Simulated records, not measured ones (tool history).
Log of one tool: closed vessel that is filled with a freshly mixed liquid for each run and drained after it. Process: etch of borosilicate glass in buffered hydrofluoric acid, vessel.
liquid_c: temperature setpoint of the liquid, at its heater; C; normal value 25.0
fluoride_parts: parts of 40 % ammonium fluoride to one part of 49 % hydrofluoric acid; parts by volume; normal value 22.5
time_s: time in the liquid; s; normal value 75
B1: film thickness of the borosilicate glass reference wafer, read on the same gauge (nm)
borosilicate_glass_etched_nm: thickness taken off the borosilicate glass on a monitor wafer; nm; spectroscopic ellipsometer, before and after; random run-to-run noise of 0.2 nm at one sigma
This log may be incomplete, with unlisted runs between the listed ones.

run 1 day=0.000 | liquid_c=25.0 fluoride_parts=25.0 time_s=55 | B1=69.98 | borosilicate_glass_etched_nm=33.12
run 2 day=2.333 | liquid_c=25.0 fluoride_parts=25.0 time_s=55 | B1=70.00 | borosilicate_glass_etched_nm=33.21
run 3 day=3.729 | liquid_c=25.0 fluoride_parts=22.5 time_s=75 | B1=70.01 | borosilicate_glass_etched_nm=48.54
run 4 day=5.671 | liquid_c=25.0 fluoride_parts=22.5 time_s=75 | B1=70.01 | borosilicate_glass_etched_nm=48.40
run 5 day=6.833 | liquid_c=25.0 fluoride_parts=22.5 time_s=60 | B1=70.01 | borosilicate_glass_etched_nm=38.85
run 6 day=9.829 | liquid_c=25.0 fluoride_parts=22.5 time_s=60 | B1=69.99 | borosilicate_glass_etched_nm=39.41
run 7 day=11.392 | liquid_c=25.0 fluoride_parts=22.5 time_s=85 | B1=70.00 | borosilicate_glass_etched_nm=55.28
run 8 day=14.288 | liquid_c=25.0 fluoride_parts=27.5 time_s=75 | B1=70.00 | borosilicate_glass_etched_nm=42.64
-- day=14.688 hydrofluoric acid flow meter replaced
run 9 day=15.700 | liquid_c=21.5 fluoride_parts=14.0 time_s=40 | B1=70.01 | borosilicate_glass_etched_nm=31.22
-- day=16.483 gauge calibrated
run 10 day=16.883 | liquid_c=27.0 fluoride_parts=26.0 time_s=75 | B1=70.00 | borosilicate_glass_etched_nm=45.91
run 11 day=18.062 | liquid_c=25.0 fluoride_parts=19.0 time_s=75 | B1=70.01 | borosilicate_glass_etched_nm=51.91
run 12 day=19.104 | liquid_c=23.5 fluoride_parts=28.0 time_s=110 | B1=70.00 | borosilicate_glass_etched_nm=52.86
-- day=20.029 thermometer replaced
run 13 day=21.762 | liquid_c=25.0 fluoride_parts=22.5 time_s=75 | B1=70.01 | borosilicate_glass_etched_nm=45.98
run 14 day=24.667 | liquid_c=25.0 fluoride_parts=22.5 time_s=110 | B1=70.01 | borosilicate_glass_etched_nm=67.15
run 15 day=25.842 | liquid_c=25.0 fluoride_parts=22.5 time_s=75 | B1=70.00 | borosilicate_glass_etched_nm=45.89

Give the tool's hidden conditions for every run:
liquid hotter than its thermometer reads (K): 0 on each run
gauge reads high (%): 0 on each run
H1: hydrofluoric acid flow above the setpoint (%)
run=1 H1=10.1
run=2 H1=10.4
run=3 H1=10.6
run=4 H1=10.8
run=5 H1=10.9
run=6 H1=11.3
run=7 H1=11.5
run=8 H1=11.8
run=9 H1=0.883
run=10 H1=1.02
run=11 H1=1.16
run=12 H1=1.28
run=13 H1=1.6
run=14 H1=1.94
run=15 H1=2.08

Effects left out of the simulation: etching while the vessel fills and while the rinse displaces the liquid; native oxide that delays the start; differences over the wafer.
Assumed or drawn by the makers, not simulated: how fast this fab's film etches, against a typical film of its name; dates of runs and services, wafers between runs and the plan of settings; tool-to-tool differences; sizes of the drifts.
